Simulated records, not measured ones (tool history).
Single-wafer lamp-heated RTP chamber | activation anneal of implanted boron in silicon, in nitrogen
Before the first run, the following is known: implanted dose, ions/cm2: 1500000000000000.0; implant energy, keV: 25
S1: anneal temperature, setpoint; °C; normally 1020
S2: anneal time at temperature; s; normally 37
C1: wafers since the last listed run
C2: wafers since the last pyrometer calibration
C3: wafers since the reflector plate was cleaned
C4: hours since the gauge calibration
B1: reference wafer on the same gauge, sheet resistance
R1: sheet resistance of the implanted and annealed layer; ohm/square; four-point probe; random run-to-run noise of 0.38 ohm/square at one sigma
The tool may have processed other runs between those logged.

run,day,S1,S2,C1,C2,C3,C4,B1,R1
1,0.000,1020,37,0,1078,6097,755.2,101.54,99.93
2,1.004,1020,37,347,1425,6445,779.3,101.53,100.49
3,3.058,1020,37,711,2136,7156,828.6,101.67,101.08
4,4.204,1020,42,396,2533,7552,856.1,101.72,99.93
# day 5.871: reflector plate cleaned
5,6.421,1020,42,651,3185,189,909.3,101.86,100.13
6,8.208,1020,37,618,3803,808,952.2,101.93,99.92
7,9.792,997,37,548,4351,1356,990.2,101.96,105.84
8,11.350,1020,46,539,4891,1895,1027.6,102.03,100.00
# day 11.996: pyrometer window cleaned and pyrometer calibrated
9,13.133,1020,46,501,394,2397,1070.4,102.11,99.45
10,15.771,1020,37,912,1307,3310,1133.7,102.32,100.93
11,18.400,1020,44,910,2217,4220,1196.8,102.51,100.54
12,20.242,1020,51,637,2854,4858,1241.0,102.60,100.88
13,22.421,1020,51,754,3609,5612,1293.3,102.71,99.96
14,25.071,1020,51,917,4526,6529,1356.9,102.87,101.03
15,26.512,1038,37,499,5025,7028,1391.5,103.09,99.49
# day 28.717: pyrometer window cleaned and pyrometer calibrated
# day 29.142: reflector plate cleaned
16,29.217,1020,37,705,57,26,1456.4,103.24,100.97
17,31.212,1020,37,690,748,717,1504.3,103.37,101.71
18,32.279,1020,37,369,1117,1086,1529.9,103.42,101.42
19,34.896,1007,46,905,2023,1992,1592.7,103.66,103.93
20,36.375,1001,16,512,2535,2504,1628.2,103.76,110.11
21,39.312,1020,37,1016,3552,3521,1698.7,104.06,103.03
22,41.621,1004,58,799,4351,4320,1754.1,104.27,104.58
# day 43.671: pyrometer window cleaned and pyrometer calibrated
23,44.608,1020,37,918,325,5239,1825.8,104.54,102.57
24,47.046,1020,37,843,1168,6082,1884.3,104.86,103.68
25,49.271,1004,37,770,1938,6852,1937.7,105.04,106.36
26,51.546,1039,37,787,2726,7640,1992.3,105.25,100.90
# day 53.217: gauge calibrated
# day 54.225: reflector plate cleaned
27,54.446,996,49,888,3614,77,29.5,100.58,102.89
28,57.042,1028,28,898,4513,975,91.8,100.65,98.05
29,58.338,1029,58,448,4961,1424,122.9,100.64,96.48
# day 59.100: pyrometer window cleaned and pyrometer calibrated
30,60.683,1020,37,696,547,2120,179.2,100.55,99.57
31,61.729,1020,37,362,909,2482,204.3,100.66,98.95
32,63.583,1020,37,641,1551,3124,248.8,100.70,98.53
33,65.617,997,43,703,2255,3828,297.6,100.71,104.11
34,67.417,1004,54,623,2878,4451,340.8,100.73,100.73
35,68.850,994,19,496,3374,4947,375.2,100.79,107.96
36,70.167,1020,37,455,3829,5403,406.8,100.69,98.70
37,71.262,1038,48,379,4209,5782,433.1,100.87,96.44

What if the next run were any one of these 3? Each begins from the tool's condition after run 37:
A,71.279,1020,37,5,4215,5788,433.5,?,?
B,71.279,1035,52,5,4215,5788,433.5,?,?
C,71.279,1020,30,5,4215,5788,433.5,?,?

run,B1,R1
A,100.86,99.83
B,100.86,96.98
C,100.86,100.32
Without the tool's hidden state the same runs would have given:
run,R1
A,99.64
B,96.80
C,100.13

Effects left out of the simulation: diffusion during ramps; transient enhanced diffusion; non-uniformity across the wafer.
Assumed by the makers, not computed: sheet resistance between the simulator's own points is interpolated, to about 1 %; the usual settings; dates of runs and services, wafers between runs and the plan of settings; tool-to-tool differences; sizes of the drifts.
